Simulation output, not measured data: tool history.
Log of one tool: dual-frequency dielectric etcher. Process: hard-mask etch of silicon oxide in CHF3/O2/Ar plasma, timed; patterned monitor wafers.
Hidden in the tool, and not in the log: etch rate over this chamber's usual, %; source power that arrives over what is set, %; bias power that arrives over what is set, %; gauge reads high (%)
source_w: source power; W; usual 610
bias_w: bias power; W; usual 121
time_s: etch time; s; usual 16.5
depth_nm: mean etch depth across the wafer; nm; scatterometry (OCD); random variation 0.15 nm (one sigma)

run   hour  source_w  bias_w  time_s  wafers since the last listed run  hours since the last wet clean  hours since the last source power generator calibration  hours since the last bias power generator calibration  hours since the last upper electrode change  hours since the gauge calibration  read-back reference wafer on the same gauge, depth_nm  depth_nm
  1    0.0       610     121    16.5                                 0                           300.7                                                   1608.5                                                 2791.5                                       2350.1                               87.9                                                  28.91     27.28
  2    7.7       610     121    16.5                               109                           308.4                                                   1616.2                                                 2799.2                                       2357.8                               95.6                                                  28.91     27.43
  3   38.3       610     121    16.5                               436                           339.0                                                   1646.8                                                 2829.8                                       2388.4                              126.2                                                  28.89     27.33
  4   55.7       610     121    16.5                               248                           356.4                                                   1664.2                                                 2847.2                                       2405.8                              143.6                                                  28.88     27.11
  5   65.4       610     121    16.5                               138                           366.1                                                   1673.9                                                 2856.9                                       2415.5                              153.3                                                  28.87     27.28
  6   80.4       610     114    16.5                               214                           381.1                                                   1688.9                                                 2871.9                                       2430.5                              168.3                                                  28.90     27.02
  7   91.1       610     114    16.5                               152                           391.8                                                   1699.6                                                 2882.6                                       2441.2                              179.0                                                  28.91     26.69
     110.0  -- bias power generator calibrated
  8  110.5       610     114    16.5                               219                           411.2                                                   1719.0                                                    0.5                                       2460.6                              198.4                                                  28.91     26.87
  9  113.3       610     121    16.5                                39                           414.0                                                   1721.8                                                    3.3                                       2463.4                              201.2                                                  28.88     26.93
 10  143.9       660     121    16.5                               436                           444.6                                                   1752.4                                                   33.9                                       2494.0                              231.8                                                  28.90     28.45
 11  157.0       660     121    16.5                               186                           457.7                                                   1765.5                                                   47.0                                       2507.1                              244.9                                                  28.91     28.49
 12  170.9       560     121    16.5                               198                           471.6                                                   1779.4                                                   60.9                                       2521.0                              258.8                                                  28.88     25.54
 13  178.0       560     121    16.5                               101                           478.7                                                   1786.5                                                   68.0                                       2528.1                              265.9                                                  28.92     25.49
     206.3  -- upper electrode replaced, of another model than before
 14  206.8       610     121    16.5                                68                           507.5                                                   1815.3                                                   96.8                                          0.5                              294.7                                                  28.89     26.89
 15  212.9       610     106    14.0                                87                           513.6                                                   1821.4                                                  102.9                                          6.6                              300.8                                                  28.90     22.27
     249.8  -- wet clean of the chamber
 16  250.3       610     121    16.5                               191                             0.5                                                   1858.8                                                  140.3                                         44.0                              338.2                                                  28.90     28.06
 17  250.7       690      93    16.5                                 5                             0.9                                                   1859.2                                                  140.7                                         44.4                              338.6                                                  28.91     27.77
 18  251.0       610      98    21.0                                 4                             1.2                                                   1859.5                                                  141.0                                         44.7                              338.9                                                  28.92     34.40
     255.7  -- source power generator calibrated
 19  264.7       750     121    14.5                               138                            14.9                                                      9.0                                                  154.7                                         58.4                              352.6                                                  28.87     26.60
 20  279.7       610     121    16.5                               214                            29.9                                                     24.0                                                  169.7                                         73.4                              367.6                                                  28.90     28.28
     282.0  -- gauge calibrated
 21  294.9       610     121    16.5                               216                            45.1                                                     39.2                                                  184.9                                         88.6                               12.9                                                  28.88     27.72
 22  303.4       480     121    14.0                               121                            53.6                                                     47.7                                                  193.4                                         97.1                               21.4                                                  28.91     22.05
 23  312.8       500     121    21.0                               134                            63.0                                                     57.1                                                  202.8                                        106.5                               30.8                                                  28.88     33.53
 24  328.4       610     150    11.5                               222                            78.6                                                     72.7                                                  218.4                                        122.1                               46.4                                                  28.91     20.31
 25  339.2       610     121    16.5                               154                            89.4                                                     83.5                                                  229.2                                        132.9                               57.2                                                  28.91     27.62
 26  371.9       490     102    14.5                               466                           122.1                                                    116.2                                                  261.9                                        165.6                               89.9                                                  28.92     21.86
 27  380.1       560      92    19.5                               116                           130.3                                                    124.4                                                  270.1                                        173.8                               98.1                                                  28.89     30.33
 28  397.2       710     137    16.5                               243                           147.4                                                    141.5                                                  287.2                                        190.9                              115.2                                                  28.90     30.06
 29  406.5       540      93    16.5                               132                           156.7                                                    150.8                                                  296.5                                        200.2                              124.5                                                  28.91     25.38
 30  419.8       610     132    16.5                               189                           170.0                                                    164.1                                                  309.8                                        213.5                              137.8                                                  28.89     28.20

Hidden state at the last listed run before each entry between runs and at the first one after, where it differs:
Between runs 7 and 8: bias power generator calibrated (hour 110.0)
  etch rate over this chamber's usual, %: -3.44 -> -3.6
  measured less the result without the state, depth_nm: -0.95 -> -1.00 nm
Between runs 13 and 14: upper electrode replaced, of another model than before (hour 206.3)
  etch rate over this chamber's usual, %: -4.16 -> -4.39
  measured less the result without the state, depth_nm: -1.10 -> -1.23 nm
Between runs 15 and 16: wet clean of the chamber (hour 249.8)
  etch rate over this chamber's usual, %: -4.44 -> -0.511
  measured less the result without the state, depth_nm: -1.04 -> -0.14 nm
Between runs 18 and 19: source power generator calibrated (hour 255.7)
  etch rate over this chamber's usual, %: -0.517 -> -0.63
  measured less the result without the state, depth_nm: -0.18 -> -0.16 nm
Between runs 20 and 21: gauge calibrated (hour 282.0)
  etch rate over this chamber's usual, %: -0.753 -> -0.878
  measured less the result without the state, depth_nm: -0.22 -> -0.25 nm
